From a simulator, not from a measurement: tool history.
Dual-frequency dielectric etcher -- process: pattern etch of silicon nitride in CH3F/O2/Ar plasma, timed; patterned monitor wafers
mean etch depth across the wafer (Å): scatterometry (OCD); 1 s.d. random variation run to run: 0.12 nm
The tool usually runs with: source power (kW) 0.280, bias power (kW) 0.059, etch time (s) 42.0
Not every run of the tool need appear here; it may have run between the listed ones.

run   hour  source power (kW)  bias power (kW)  etch time (s)  wafers since the last listed run  hours since the last wet clean  hours since the last source power generator calibration  hours since the last bias power generator calibration  hours since the last upper electrode change  hours since the gauge calibration  read-back reference wafer on the same gauge, depth_nm  mean etch depth across the wafer (Å)
  1    0.0              0.230            0.059           42.0                                 0                           366.1                                                   1260.8                                                 2871.4                                         52.4                              270.9                                                  22.60                                 217.1
      24.7  -- wet clean of the chamber
  2   25.2              0.280            0.059           42.0                                21                             0.5                                                   1286.0                                                 2896.6                                         77.6                              296.1                                                  22.61                                 244.6
  3   25.5              0.280            0.059           42.0                                 5                             0.8                                                   1286.3                                                 2896.9                                         77.9                              296.4                                                  22.57                                 242.6
  4   33.8              0.280            0.059           38.5                               151                             9.1                                                   1294.6                                                 2905.2                                         86.2                              304.7                                                  22.62                                 221.4
  5   50.3              0.280            0.059           38.5                               300                            25.6                                                   1311.1                                                 2921.7                                        102.7                              321.2                                                  22.57                                 221.6
  6   58.5              0.280            0.059           38.5                               149                            33.8                                                   1319.3                                                 2929.9                                        110.9                              329.4                                                  22.58                                 221.8
  7   73.4              0.340            0.052           35.0                               271                            48.7                                                   1334.2                                                 2944.8                                        125.8                              344.3                                                  22.59                                 215.8
  8   88.5              0.310            0.046           48.0                               275                            63.8                                                   1349.3                                                 2959.9                                        140.9                              359.4                                                  22.65                                 273.6
  9  101.8              0.280            0.072           34.5                               242                            77.1                                                   1362.6                                                 2973.2                                        154.2                              372.7                                                  22.58                                 211.7
 10  115.3              0.280            0.066           42.0                               246                            90.6                                                   1376.1                                                 2986.7                                        167.7                              386.2                                                  22.58                                 250.2
 11  129.4              0.260            0.067           42.0                               257                           104.7                                                   1390.2                                                 3000.8                                        181.8                              400.3                                                  22.58                                 241.9
 12  138.1              0.250            0.059           35.0                               158                           113.4                                                   1398.9                                                 3009.5                                        190.5                              409.0                                                  22.60                                 194.3
     151.9  -- gauge calibrated
 13  155.8              0.340            0.052           30.5                               322                           131.1                                                   1416.6                                                 3027.2                                        208.2                                3.9                                                  22.61                                 189.0
     185.1  -- wet clean of the chamber, repeated, since the last time left the tool worse
 14  185.6              0.250            0.049           50.5                               105                             0.5                                                   1446.4                                                 3057.0                                        238.0                               33.7                                                  22.61                                 257.0
 15  187.7              0.280            0.059           42.0                                38                             2.6                                                   1448.5                                                 3059.1                                        240.1                               35.8                                                  22.58                                 235.4
 16  204.0              0.280            0.059           51.0                               297                            18.9                                                   1464.8                                                 3075.4                                        256.4                               52.1                                                  22.64                                 286.7
     224.4  -- bias power generator calibrated
 17  226.1              0.280            0.053           50.5                               330                            41.0                                                   1486.9                                                    1.7                                        278.5                               74.2                                                  22.60                                 274.3
 18  232.5              0.240            0.067           30.5                               116                            47.4                                                   1493.3                                                    8.1                                        284.9                               80.6                                                  22.62                                 164.6
 19  246.5              0.320            0.053           45.0                               255                            61.4                                                   1507.3                                                   22.1                                        298.9                               94.6                                                  22.59                                 260.9
     254.9  -- source power generator calibrated
 20  260.0              0.280            0.066           31.5                               173                            74.9                                                      5.1                                                   35.6                                        312.4                              108.1                                                  22.54                                 182.9
 21  272.1              0.280            0.059           31.5                               220                            87.0                                                     17.2                                                   47.7                                        324.5                              120.2                                                  22.60                                 178.1
 22  288.5              0.330            0.059           42.0                               299                           103.4                                                     33.6                                                   64.1                                        340.9                              136.6                                                  22.64                                 255.4
 23  304.8              0.240            0.067           30.5                               297                           119.7                                                     49.9                                                   80.4                                        357.2                              152.9                                                  22.58                                 165.3
 24  347.7              0.280            0.059           42.0                               782                           162.6                                                     92.8                                                  123.3                                        400.1                              195.8                                                  22.62                                 237.4
 25  354.7              0.310            0.068           35.5                               127                           169.6                                                     99.8                                                  130.3                                        407.1                              202.8                                                  22.54                                 217.9
 26  363.6              0.280            0.048           36.5                               162                           178.5                                                    108.7                                                  139.2                                        416.0                              211.7                                                  22.60                                 196.7

Run 27, settings as shown, results not yet in. Your forecast:
 27  376.7              0.280            0.052           42.0                               238                           191.6                                                    121.8                                                  152.3                                        429.1                              224.8                                                      ?                                     ?

{"run 27": {"read-back reference wafer on the same gauge, depth_nm": 22.61, "mean etch depth across the wafer (Å)": 232.0}}
Were there no unlogged condition in the tool, this run, its random variation unchanged, would have produced mean etch depth across the wafer (Å) 229.1.
